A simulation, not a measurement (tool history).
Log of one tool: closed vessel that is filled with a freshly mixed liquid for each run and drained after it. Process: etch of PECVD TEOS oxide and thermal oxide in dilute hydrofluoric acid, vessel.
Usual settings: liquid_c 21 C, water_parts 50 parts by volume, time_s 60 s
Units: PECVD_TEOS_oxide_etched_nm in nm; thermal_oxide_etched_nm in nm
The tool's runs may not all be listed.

run,day,liquid_c,water_parts,time_s,"read-back film thickness of the PECVD TEOS oxide reference wafer, read on the same gauge (nm)","read-back film thickness of the thermal oxide reference wafer, read on the same gauge (nm)",PECVD_TEOS_oxide_etched_nm,thermal_oxide_etched_nm
1,0,21,50,60,69.99,50.01,10.22,6.31
2,1.242,21,50,60,70.01,50.03,10.21,6.27
3,4.021,21,50,60,69.98,49.99,10.19,6.32
4,5.775,21,50,60,70.03,50.02,10.22,6.38
5,6.904,21,50,60,70.05,50,10.33,6.27
6,8.329,21,50,60,70.01,50,10.33,6.35
# day 11.279: thermometer replaced
7,11.3,21,50,60,70,50.01,10.14,6.25
8,13.229,21,50,60,70,49.96,10.15,6.27
9,15.667,21,55,50,70.01,50,7.66,4.72
10,17.104,19.5,50,60,69.97,50,9.58,5.9
11,18.921,21,40,85,69.95,49.99,18.45,11.25
12,21.121,21,50,60,70,49.98,10.27,6.37
13,23.871,25,70,60,69.99,50.03,8.51,5.21
14,25.546,18,50,60,70.02,50.01,9.04,5.61
15,28.067,22.5,35,60,69.97,50.01,15.89,9.9
# day 28.175: hydrofluoric acid flow meter replaced
16,30.033,21,50,90,69.97,49.99,14.81,9.15
# day 31.358: gauge calibrated
17,31.417,21,50,45,69.97,50,7.46,4.56
18,32.638,21,50,75,69.97,49.98,12.39,7.65
19,35.512,21,50,60,70,50,9.95,6.19
20,37.529,24,50,60,70.02,50,11.36,7
21,39.625,24,50,60,70,49.99,11.4,7.04
22,41.4,21,75,80,70.01,50,8.69,5.37
23,44.262,25,70,95,69.98,49.97,13.14,8.07
24,46.946,17,40,35,70.02,50.02,6.25,3.9
25,48.388,21,50,60,70,50.01,10.07,6.21
26,51.096,21,55,60,70.01,49.99,9.09,5.65
27,52.992,21,50,60,70.01,50,10.17,6.32

What the log doesn't show, run by run:
gauge reads high (%): 0 in every run
H1: liquid hotter than its thermometer reads (K)
H2: hydrofluoric acid flow above the setpoint (%)
run,H1,H2
1,0.439,2.54
2,0.452,2.64
3,0.481,2.85
4,0.499,2.99
5,0.511,3.07
6,0.526,3.18
7,0.0175,3.41
8,0.0376,3.56
9,0.0629,3.75
10,0.0778,3.86
11,0.0967,4
12,0.12,4.17
13,0.148,4.38
14,0.165,4.51
15,0.192,4.7
16,0.212,0.38
17,0.226,0.486
18,0.239,0.58
19,0.269,0.801
20,0.29,0.956
21,0.312,1.12
22,0.33,1.25
23,0.36,1.47
24,0.388,1.68
25,0.403,1.79
26,0.431,2
27,0.45,2.14
